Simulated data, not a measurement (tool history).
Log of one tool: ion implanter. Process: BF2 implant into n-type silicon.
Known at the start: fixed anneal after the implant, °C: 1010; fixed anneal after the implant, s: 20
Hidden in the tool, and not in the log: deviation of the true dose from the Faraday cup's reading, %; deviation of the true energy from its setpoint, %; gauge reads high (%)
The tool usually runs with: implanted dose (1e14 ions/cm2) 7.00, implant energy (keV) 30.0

run	hour	implanted dose (1e14 ions/cm2)	implant energy (keV)	wafers since the last listed run	hours since the last dose calibration	hours since the extraction supply was calibrated	hours since the gauge calibration	read-back reference wafer on the same gauge, sheet resistance	sheet resistance of the implanted and annealed layer (ohm/square)
1	0.0	8.16	30.0	0	298.8	2647.6	240.8	181.97	155.62
# hour 14.5: gauge calibrated
2	14.9	8.16	30.0	212	313.7	2662.5	0.4	182.46	154.51
3	63.2	6.34	24.0	687	362.0	2710.8	48.7	181.93	189.38
4	73.7	7.00	30.0	149	372.5	2721.3	59.2	181.59	169.36
5	82.6	7.00	30.0	126	381.4	2730.2	68.1	182.13	168.59
6	90.3	7.00	30.0	109	389.1	2737.9	75.8	181.97	169.85
7	105.1	7.00	30.0	210	403.9	2752.7	90.6	182.01	169.25
8	111.7	7.00	30.0	93	410.5	2759.3	97.2	182.29	169.31
9	120.4	7.00	30.0	123	419.2	2768.0	105.9	182.22	167.78
10	131.6	7.00	30.0	159	430.4	2779.2	117.1	182.23	168.24
11	140.7	7.00	32.5	129	439.5	2788.3	126.2	181.89	165.71
12	155.1	7.00	32.5	205	453.9	2802.7	140.6	182.03	165.65
13	172.4	8.64	30.0	246	471.2	2820.0	157.9	182.05	149.16
14	189.4	8.64	30.0	242	488.2	2837.0	174.9	181.87	149.53
15	206.0	8.64	30.0	236	504.8	2853.6	191.5	181.95	148.44
16	217.3	7.00	30.0	160	516.1	2864.9	202.8	181.56	167.18
17	224.5	7.00	30.0	102	523.3	2872.1	210.0	182.14	169.53
18	240.7	5.85	30.0	230	539.5	2888.3	226.2	182.15	190.77
19	248.0	8.97	26.0	103	546.8	2895.6	233.5	182.37	152.92
# hour 250.0: gauge calibrated
20	263.3	5.14	40.5	217	562.1	2910.9	13.3	181.95	200.59
21	269.5	7.00	30.0	88	568.3	2917.1	19.5	181.97	168.56
22	283.1	7.00	35.5	193	581.9	2930.7	33.1	181.81	161.33
23	290.7	7.00	30.0	108	589.5	2938.3	40.7	181.89	168.90
# hour 302.3: Faraday cup replaced and dose calibrated
24	302.8	6.06	24.0	58	0.5	2950.4	52.8	182.20	201.28
25	304.8	7.63	27.0	28	2.5	2952.4	54.8	181.80	170.44
26	321.6	7.92	40.0	239	19.3	2969.2	71.6	181.92	150.84
# hour 329.7: extraction supply calibrated
27	330.2	7.00	30.0	8	27.9	0.5	80.2	181.93	172.52
28	339.3	7.76	27.0	129	37.0	9.6	89.3	182.15	168.11
29	349.0	8.07	35.0	138	46.7	19.3	99.0	181.56	151.66
30	365.3	6.28	33.5	232	63.0	35.6	115.3	182.02	182.57
31	374.9	6.27	30.0	136	72.6	45.2	124.9	182.14	186.40
32	387.1	7.95	21.0	173	84.8	57.4	137.1	181.90	178.96
33	400.9	6.34	30.0	196	98.6	71.2	150.9	182.09	182.67
34	407.6	8.87	40.0	95	105.3	77.9	157.6	182.22	137.82
35	419.8	7.00	23.0	173	117.5	90.1	169.8	182.16	184.74
36	436.3	7.00	20.0	234	134.0	106.6	186.3	182.04	192.46
37	447.8	7.94	37.5	163	145.5	118.1	197.8	182.19	149.35

Run-by-run hidden state of the tool:
deviation of the true energy from its setpoint, %: 0 on each run
gauge reads high (%): 0 on each run
H1: deviation of the true dose from the Faraday cup's reading, %
run	H1
1	4.49
2	4.58
3	4.84
4	4.89
5	4.93
6	4.96
7	5.02
8	5.05
9	5.08
10	5.12
11	5.15
12	5.2
13	5.26
14	5.31
15	5.35
16	5.38
17	5.4
18	5.43
19	5.45
20	5.48
21	5.5
22	5.52
23	5.54
24	-0.308
25	-0.264
26	0.0953
27	0.27
28	0.447
29	0.629
30	0.918
31	1.08
32	1.27
33	1.48
34	1.58
35	1.75
36	1.97
37	2.11

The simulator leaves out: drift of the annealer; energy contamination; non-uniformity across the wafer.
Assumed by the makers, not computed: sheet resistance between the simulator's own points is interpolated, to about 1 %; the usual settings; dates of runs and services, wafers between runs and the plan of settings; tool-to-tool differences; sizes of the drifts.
